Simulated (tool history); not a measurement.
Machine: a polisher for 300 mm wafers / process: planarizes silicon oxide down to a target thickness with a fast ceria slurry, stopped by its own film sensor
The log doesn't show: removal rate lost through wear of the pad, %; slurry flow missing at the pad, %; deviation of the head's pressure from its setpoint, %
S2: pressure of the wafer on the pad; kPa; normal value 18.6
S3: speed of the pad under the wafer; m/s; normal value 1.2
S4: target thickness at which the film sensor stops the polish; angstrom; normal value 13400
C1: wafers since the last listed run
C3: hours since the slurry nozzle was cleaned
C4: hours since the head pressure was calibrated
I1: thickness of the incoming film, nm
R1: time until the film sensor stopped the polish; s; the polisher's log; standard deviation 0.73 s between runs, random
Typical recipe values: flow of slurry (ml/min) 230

{"run": 1, "hour": 0.0, "flow of slurry (ml/min)": 230, "S2": 18.6, "S3": 1.2, "S4": 13400, "C1": 0, "wafers polished on this pad": 411, "C3": 379.7, "C4": 710.4, "I1": 2955.8, "R1": 78.2}
{"run": 2, "hour": 10.4, "flow of slurry (ml/min)": 230, "S2": 18.6, "S3": 1.04, "S4": 13400, "C1": 56, "wafers polished on this pad": 468, "C3": 390.1, "C4": 720.8, "I1": 2963.4, "R1": 86.6}
{"run": 3, "hour": 22.8, "flow of slurry (ml/min)": 230, "S2": 18.6, "S3": 1.04, "S4": 13400, "C1": 67, "wafers polished on this pad": 535, "C3": 402.5, "C4": 733.2, "I1": 2990.6, "R1": 86.9}
{"run": 4, "hour": 29.1, "flow of slurry (ml/min)": 230, "S2": 18.6, "S3": 1.2, "S4": 13400, "C1": 34, "wafers polished on this pad": 569, "C3": 408.8, "C4": 739.5, "I1": 3023.4, "R1": 80.5}
{"run": 5, "hour": 40.9, "flow of slurry (ml/min)": 230, "S2": 18.6, "S3": 1.2, "S4": 13400, "C1": 64, "wafers polished on this pad": 633, "C3": 420.6, "C4": 751.3, "I1": 2978.9, "R1": 78.2}
{"run": 6, "hour": 47.2, "flow of slurry (ml/min)": 275, "S2": 22.1, "S3": 1.2, "S4": 13400, "C1": 34, "wafers polished on this pad": 668, "C3": 426.9, "C4": 757.6, "I1": 2976.6, "R1": 67.6}
{"run": 7, "hour": 54.0, "flow of slurry (ml/min)": 230, "S2": 18.6, "S3": 1.2, "S4": 13400, "C1": 36, "wafers polished on this pad": 705, "C3": 433.7, "C4": 764.4, "I1": 2982.5, "R1": 77.7}
{"run": 8, "hour": 69.0, "flow of slurry (ml/min)": 230, "S2": 18.6, "S3": 1.2, "S4": 13400, "C1": 81, "wafers polished on this pad": 786, "C3": 448.7, "C4": 779.4, "I1": 3022.1, "R1": 79.9}
{"run": 9, "hour": 80.3, "flow of slurry (ml/min)": 230, "S2": 18.6, "S3": 1.2, "S4": 13400, "C1": 61, "wafers polished on this pad": 847, "C3": 460, "C4": 790.7, "I1": 2993.3, "R1": 78.8}
{"run": 10, "hour": 95.1, "flow of slurry (ml/min)": 230, "S2": 18.6, "S3": 1.2, "S4": 13400, "C1": 80, "wafers polished on this pad": 928, "C3": 474.8, "C4": 805.5, "I1": 3029.9, "R1": 79.6}
{"run": 11, "hour": 105.8, "flow of slurry (ml/min)": 230, "S2": 18.6, "S3": 1.2, "S4": 13400, "C1": 58, "wafers polished on this pad": 986, "C3": 485.5, "C4": 816.2, "I1": 2992.4, "R1": 78}
{"run": 12, "hour": 114.0, "flow of slurry (ml/min)": 230, "S2": 18.6, "S3": 1.2, "S4": 13400, "C1": 44, "wafers polished on this pad": 1030, "C3": 493.7, "C4": 824.4, "I1": 2972.3, "R1": 76.8}
{"run": 13, "hour": 131.5, "flow of slurry (ml/min)": 230, "S2": 18.6, "S3": 1.2, "S4": 13400, "C1": 95, "wafers polished on this pad": 1126, "C3": 511.2, "C4": 841.9, "I1": 2994.7, "R1": 76.4}
{"run": 14, "hour": 141.4, "flow of slurry (ml/min)": 230, "S2": 18.6, "S3": 1.2, "S4": 13400, "C1": 53, "wafers polished on this pad": 1179, "C3": 521.1, "C4": 851.8, "I1": 2998.5, "R1": 77.7}
{"run": 15, "hour": 153.8, "flow of slurry (ml/min)": 230, "S2": 18.6, "S3": 1.2, "S4": 13400, "C1": 67, "wafers polished on this pad": 1247, "C3": 533.5, "C4": 864.2, "I1": 2995.8, "R1": 78.8}
{"run": 16, "hour": 167.1, "flow of slurry (ml/min)": 230, "S2": 18.6, "S3": 1.2, "S4": 13400, "C1": 72, "wafers polished on this pad": 1319, "C3": 546.8, "C4": 877.5, "I1": 2967.6, "R1": 75.4}
{"run": 17, "hour": 173.9, "flow of slurry (ml/min)": 230, "S2": 18.6, "S3": 1.2, "S4": 13400, "C1": 36, "wafers polished on this pad": 1356, "C3": 553.6, "C4": 884.3, "I1": 2972.8, "R1": 76.5}
{"run": 18, "hour": 181.5, "flow of slurry (ml/min)": 230, "S2": 24.1, "S3": 1.48, "S4": 9910, "C1": 41, "wafers polished on this pad": 1397, "C3": 561.2, "C4": 891.9, "I1": 3008.3, "R1": 65}
{"hour": 185.9, "done": "worn pad replaced by a new one"}
{"run": 19, "hour": 198.0, "flow of slurry (ml/min)": 230, "S2": 18.6, "S3": 1.2, "S4": 8870, "C1": 67, "wafers polished on this pad": 65, "C3": 577.7, "C4": 908.4, "I1": 2996.5, "R1": 97.9}
{"run": 20, "hour": 214.6, "flow of slurry (ml/min)": 230, "S2": 16.5, "S3": 1.04, "S4": 18550, "C1": 90, "wafers polished on this pad": 155, "C3": 594.3, "C4": 925, "I1": 2937.8, "R1": 60.5}
{"run": 21, "hour": 221.1, "flow of slurry (ml/min)": 155, "S2": 23.4, "S3": 1.04, "S4": 18740, "C1": 35, "wafers polished on this pad": 191, "C3": 600.8, "C4": 931.5, "I1": 2994.3, "R1": 49.6}
{"run": 22, "hour": 228.9, "flow of slurry (ml/min)": 305, "S2": 17.2, "S3": 1.2, "S4": 13400, "C1": 42, "wafers polished on this pad": 233, "C3": 608.6, "C4": 939.3, "I1": 3024.5, "R1": 81.2}
{"run": 23, "hour": 236.8, "flow of slurry (ml/min)": 230, "S2": 18.6, "S3": 1.2, "S4": 13400, "C1": 42, "wafers polished on this pad": 276, "C3": 616.5, "C4": 947.2, "I1": 3029.4, "R1": 79.4}
{"run": 24, "hour": 253.6, "flow of slurry (ml/min)": 170, "S2": 18.6, "S3": 1.2, "S4": 13400, "C1": 91, "wafers polished on this pad": 367, "C3": 633.3, "C4": 964, "I1": 3012.6, "R1": 79.7}
{"run": 25, "hour": 259.7, "flow of slurry (ml/min)": 230, "S2": 18.6, "S3": 1.4, "S4": 8620, "C1": 33, "wafers polished on this pad": 400, "C3": 639.4, "C4": 970.1, "I1": 3027.8, "R1": 89.4}
{"run": 26, "hour": 275.9, "flow of slurry (ml/min)": 230, "S2": 15.9, "S3": 0.84, "S4": 13400, "C1": 88, "wafers polished on this pad": 488, "C3": 655.6, "C4": 986.3, "I1": 2959, "R1": 108.9}
{"run": 27, "hour": 289.3, "flow of slurry (ml/min)": 230, "S2": 18.6, "S3": 1.2, "S4": 8870, "C1": 72, "wafers polished on this pad": 561, "C3": 669, "C4": 999.7, "I1": 3029.6, "R1": 97.4}
{"run": 28, "hour": 310.3, "flow of slurry (ml/min)": 230, "S2": 18.6, "S3": 1.4, "S4": 8620, "C1": 114, "wafers polished on this pad": 675, "C3": 690, "C4": 1020.7, "I1": 2993.9, "R1": 87}
{"hour": 321.8, "done": "slurry nozzle cleaned"}
{"run": 29, "hour": 322.3, "flow of slurry (ml/min)": 155, "S2": 18.6, "S3": 1.2, "S4": 8310, "C1": 59, "wafers polished on this pad": 735, "C3": 0.5, "C4": 1032.7, "I1": 2957.3, "R1": 102.2}
{"hour": 324.6, "done": "head pressure recalibrated"}
{"run": 30, "hour": 335.4, "flow of slurry (ml/min)": 230, "S2": 18.6, "S3": 1.2, "S4": 13400, "C1": 60, "wafers polished on this pad": 795, "C3": 13.6, "C4": 10.8, "I1": 3022.7, "R1": 84.7}
{"run": 31, "hour": 377.0, "flow of slurry (ml/min)": 260, "S2": 16.5, "S3": 1.38, "S4": 9180, "C1": 225, "wafers polished on this pad": 1021, "C3": 55.2, "C4": 52.4, "I1": 3006.2, "R1": 102.1}
{"hour": 387.9, "done": "worn pad replaced by a new one"}
{"run": 32, "hour": 392.9, "flow of slurry (ml/min)": 230, "S2": 18.6, "S3": 1.2, "S4": 13400, "C1": 64, "wafers polished on this pad": 27, "C3": 71.1, "C4": 68.3, "I1": 3002, "R1": 83.7}
{"run": 33, "hour": 406.7, "flow of slurry (ml/min)": 230, "S2": 15.9, "S3": 1.04, "S4": 13400, "C1": 74, "wafers polished on this pad": 102, "C3": 84.9, "C4": 82.1, "I1": 3020.3, "R1": 107.6}

Entry by entry between the runs, the difference in hidden state between the last listed run before and the first listed run after:
From run 18 to run 19: worn pad replaced by a new one (hour 185.9)
  deviation of the head's pressure from its setpoint, %: 8.36 -> 8.68
  the result without the hidden state subtracted from the measured one, R1: -4.4 -> -6.9 s
From run 28 to run 29: slurry nozzle cleaned (hour 321.8)
  deviation of the head's pressure from its setpoint, %: 11 -> 11.3
  the result without the hidden state subtracted from the measured one, R1: -7.8 -> -9.5 s
From run 29 to run 30: head pressure recalibrated (hour 324.6)
  deviation of the head's pressure from its setpoint, %: 11.3 -> 0.0143
  the result without the hidden state subtracted from the measured one, R1: -9.5 -> +0 s
From run 31 to run 32: worn pad replaced by a new one (hour 387.9)
  deviation of the head's pressure from its setpoint, %: 0.043 -> 0.064
  the result without the hidden state subtracted from the measured one, R1: +0 -> -0.1 s
